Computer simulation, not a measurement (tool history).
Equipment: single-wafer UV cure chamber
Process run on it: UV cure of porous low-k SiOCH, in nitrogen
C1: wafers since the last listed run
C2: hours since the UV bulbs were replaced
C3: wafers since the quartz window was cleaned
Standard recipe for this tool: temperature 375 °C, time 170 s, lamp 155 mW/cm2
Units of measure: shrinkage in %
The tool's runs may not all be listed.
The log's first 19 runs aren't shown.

Run 20, hour 443.9: usual settings; C1 231; C2 1419.9; C3 1040. Result: shrinkage 12.716 %.
Run 21, hour 467.5: usual settings; C1 156; C2 1443.5; C3 1197. Result: shrinkage 12.612 %.
Run 22, hour 492: usual settings; C1 162; C2 1468; C3 1360. Result: shrinkage 12.88 %.
At hour 514.6: quartz window cleaned.
Run 23, hour 542.3: usual settings but temperature 388 °C, time 240 s, lamp 120 mW/cm2; C1 281; C2 1518.3; C3 183. Result: shrinkage 14.185 %.
Run 24, hour 555.6: usual settings; C1 88; C2 1531.6; C3 272. Result: shrinkage 13.385 %.
Run 25, hour 589.2: usual settings; C1 223; C2 1565.2; C3 495. Result: shrinkage 13.394 %.
Run 26, hour 608.3: usual settings but time 70 s; C1 126; C2 1584.3; C3 622. Result: shrinkage 8.929 %.
Run 27, hour 632.4: usual settings but temperature 394 °C; C1 160; C2 1608.4; C3 782. Result: shrinkage 13.642 %.
Run 28, hour 661.2: usual settings but temperature 393 °C, time 80 s; C1 191; C2 1637.2; C3 974. Result: shrinkage 9.632 %.
At hour 675.3: UV bulbs replaced.
Run 29, hour 690.1: usual settings but temperature 384 °C; C1 138; C2 14.8; C3 1113. Result: shrinkage 12.764 %.
Run 30, hour 704.9: usual settings but temperature 360 °C, time 80 s; C1 98; C2 29.6; C3 1211. Result: shrinkage 8.848 %.
At hour 714.8: quartz window cleaned.
Run 31, hour 738.1: usual settings but temperature 387 °C, lamp 188 mW/cm2; C1 167; C2 62.8; C3 155. Result: shrinkage 14.583 %.
Run 32, hour 755.9: usual settings; C1 118; C2 80.6; C3 273. Result: shrinkage 13.609 %.
Run 33, hour 787.1: usual settings; C1 207; C2 111.8; C3 480. Result: shrinkage 13.459 %.
Run 34, hour 823.1: usual settings but temperature 367 °C, time 95 s, lamp 123 mW/cm2; C1 239; C2 147.8; C3 720. Result: shrinkage 9.031 %.
Run 35, hour 857.7: usual settings but temperature 355 °C, time 235 s; C1 230; C2 182.4; C3 950. Result: shrinkage 13.968 %.

Run 36 comes next. What will it give?
Run 36, hour 882.3: usual settings but temperature 363 °C; C1 163; C2 207; C3 1113. Result: shrinkage ?.

For run 36 the tool returned shrinkage 12.484 %.
On a tool with no hidden condition, and with the same random variation, this run would have come out at shrinkage 13.339 %.
